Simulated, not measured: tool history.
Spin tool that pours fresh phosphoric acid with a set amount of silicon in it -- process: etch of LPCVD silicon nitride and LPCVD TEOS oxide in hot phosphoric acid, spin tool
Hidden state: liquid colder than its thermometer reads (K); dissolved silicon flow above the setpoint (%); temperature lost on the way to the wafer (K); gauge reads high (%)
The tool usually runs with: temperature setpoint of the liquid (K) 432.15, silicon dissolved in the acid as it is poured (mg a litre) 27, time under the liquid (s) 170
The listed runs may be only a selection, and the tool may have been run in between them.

run,hour,temperature setpoint of the liquid (K),silicon dissolved in the acid as it is poured (mg a litre),time under the liquid (s),wafers since the last listed run,hours since the thermometer was replaced,hours since the dissolved silicon flow meter was replaced,hours since the heated supply line was repaired,hours since the gauge calibration,"read-back film thickness of the LPCVD silicon nitride reference wafer, read on the same gauge (nm)","read-back film thickness of the LPCVD TEOS oxide reference wafer, read on the same gauge (nm)",thickness taken off the LPCVD silicon nitride on a monitor wafer (angstrom),thickness taken off the LPCVD TEOS oxide on a monitor wafer (angstrom)
1,0,432.15,27,170,0,1371.8,943.7,1286.9,217.1,69.98,49.998,175.9,2.65
2,58,432.15,27,170,349,1429.8,1001.7,1344.9,275.1,70.02,49.999,178.1,2.8
3,105.2,432.15,27,170,284,1477,1048.9,1392.1,322.3,69.98,50.017,175.7,3.04
4,231.3,432.15,27,170,760,1603.1,1175,1518.2,448.4,70.01,50.013,176.1,3.04
5,266.3,432.15,27,170,210,1638.1,1210,1553.2,483.4,69.98,49.997,175.9,2.7
6,313.8,433.15,27,170,286,1685.6,1257.5,1600.7,530.9,69.98,49.989,179.2,3.06
# hour 320.5: thermometer replaced
7,361.8,433.15,27,170,283,41.3,1305.5,1648.7,578.9,70,50.031,196.5,3.55
8,393.1,433.15,27,170,188,72.6,1336.8,1680,610.2,70,50,192.4,3.54
# hour 431.5: heated supply line repaired
9,463.2,432.15,27,170,416,142.7,1406.9,31.7,680.3,70.01,50.02,187.9,3.01
# hour 477.2: dissolved silicon flow meter replaced
10,514.1,432.15,27,170,300,193.6,36.9,82.6,731.2,70.02,49.99,190.2,3.11
11,556.8,432.15,27,170,257,236.3,79.6,125.3,773.9,70.01,50.011,188.2,3.27
12,616.8,434.65,33,170,361,296.3,139.6,185.3,833.9,70.01,50.001,200.6,2.97
13,654.1,435.15,20,120,224,333.6,176.9,222.6,871.2,70,50.005,145.5,3.46
# hour 687.1: gauge calibrated
14,716,433.15,45.5,265,373,395.5,238.8,284.5,28.9,70,50.013,296.7,2.07
15,763.2,432.15,12.5,170,284,442.7,286,331.7,76.1,70.02,50.012,187.2,4.92
16,807.1,432.15,27,170,264,486.6,329.9,375.6,120,70,50.029,182.6,2.84
17,832.7,432.15,27,170,154,512.2,355.5,401.2,145.6,70,49.997,185.2,3.23
18,895,429.65,27,170,375,574.5,417.8,463.5,207.9,69.99,50.008,168.5,2.74
19,945.6,432.15,17,170,304,625.1,468.4,514.1,258.5,69.99,50.017,183.9,3.94
20,970.7,429.65,13,260,151,650.2,493.5,539.2,283.6,70.01,49.992,260.4,5.63
21,1023.5,434.15,27,170,318,703,546.3,592,336.4,70.02,50.012,195.3,3.69

3 ways to go on from here, each from the tool as it stands after run 21. What would each give?
A,1024,432.15,27,215,3,703.5,546.8,592.5,336.9,?,?,?,?
B,1024,431.15,45,170,3,703.5,546.8,592.5,336.9,?,?,?,?
C,1024,429.65,27,195,3,703.5,546.8,592.5,336.9,?,?,?,?

run,"read-back film thickness of the LPCVD silicon nitride reference wafer, read on the same gauge (nm)","read-back film thickness of the LPCVD TEOS oxide reference wafer, read on the same gauge (nm)",thickness taken off the LPCVD silicon nitride on a monitor wafer (angstrom),thickness taken off the LPCVD TEOS oxide on a monitor wafer (angstrom)
A,69.97,49.991,231.6,4
B,69.97,49.991,177,1.09
C,69.97,49.991,192.8,3.01
Without the tool's hidden state the same runs would have given:
run,thickness taken off the LPCVD silicon nitride on a monitor wafer (angstrom),thickness taken off the LPCVD TEOS oxide on a monitor wafer (angstrom)
A,240.6,4.35
B,183.9,1.19
C,200.5,3.27
